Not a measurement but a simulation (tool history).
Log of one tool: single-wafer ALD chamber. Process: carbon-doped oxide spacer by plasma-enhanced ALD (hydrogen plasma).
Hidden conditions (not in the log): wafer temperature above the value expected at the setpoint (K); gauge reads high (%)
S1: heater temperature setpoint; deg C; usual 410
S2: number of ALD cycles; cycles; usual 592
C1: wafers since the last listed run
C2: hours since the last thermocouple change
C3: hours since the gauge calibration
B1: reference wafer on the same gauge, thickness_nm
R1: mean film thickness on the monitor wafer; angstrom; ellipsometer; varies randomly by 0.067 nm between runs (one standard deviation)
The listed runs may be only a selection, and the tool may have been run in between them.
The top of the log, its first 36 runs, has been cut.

| run | hour | S1 | S2 | C1 | C2 | C3 | B1 | R1 |
|---|---|---|---|---|---|---|---|---|
| 37 | 861.6 | 419 | 523 | 17 | 225.2 | 84.9 | 26.221 | 231.75 |
| 38 | 880.9 | 398 | 523 | 12 | 244.5 | 104.2 | 26.205 | 245.16 |
| 39 | 908.8 | 410 | 592 | 17 | 272.4 | 132.1 | 26.205 | 269.39 |
| 40 | 921.8 | 404 | 557 | 8 | 285.4 | 145.1 | 26.206 | 257.62 |
| 41 | 939.3 | 422 | 673 | 11 | 302.9 | 162.6 | 26.221 | 295.58 |
| 42 | 975.3 | 410 | 672 | 23 | 338.9 | 198.6 | 26.186 | 304.65 |
| 43 | 993.8 | 410 | 592 | 11 | 357.4 | 217.1 | 26.204 | 267.16 |
| 44 | 1012.3 | 410 | 592 | 11 | 375.9 | 235.6 | 26.197 | 268.81 |
| 45 | 1028.1 | 410 | 592 | 10 | 391.7 | 251.4 | 26.196 | 269.17 |
| 46 | 1050.6 | 400 | 542 | 14 | 414.2 | 273.9 | 26.194 | 252.63 |

Below are 5 alternative next runs, each starting from the tool's condition after run 46. Predict each:
| A | 1051.9 | 410 | 629 | 0 | 415.5 | 275.2 | ? | ? |
| B | 1051.9 | 419 | 667 | 0 | 415.5 | 275.2 | ? | ? |
| C | 1051.9 | 420 | 523 | 0 | 415.5 | 275.2 | ? | ? |
| D | 1051.9 | 403 | 707 | 0 | 415.5 | 275.2 | ? | ? |
| E | 1051.9 | 399 | 644 | 0 | 415.5 | 275.2 | ? | ? |

| run | B1 | R1 |
|---|---|---|
| A | 26.188 | 286.26 |
| B | 26.188 | 296.08 |
| C | 26.188 | 231.51 |
| D | 26.188 | 327.92 |
| E | 26.188 | 301.91 |
With the hidden condition removed and each run's random variation left untouched, the same runs would have given:
| run | R1 |
|---|---|
| A | 287.78 |
| B | 297.69 |
| C | 232.77 |
| D | 329.63 |
| E | 303.46 |

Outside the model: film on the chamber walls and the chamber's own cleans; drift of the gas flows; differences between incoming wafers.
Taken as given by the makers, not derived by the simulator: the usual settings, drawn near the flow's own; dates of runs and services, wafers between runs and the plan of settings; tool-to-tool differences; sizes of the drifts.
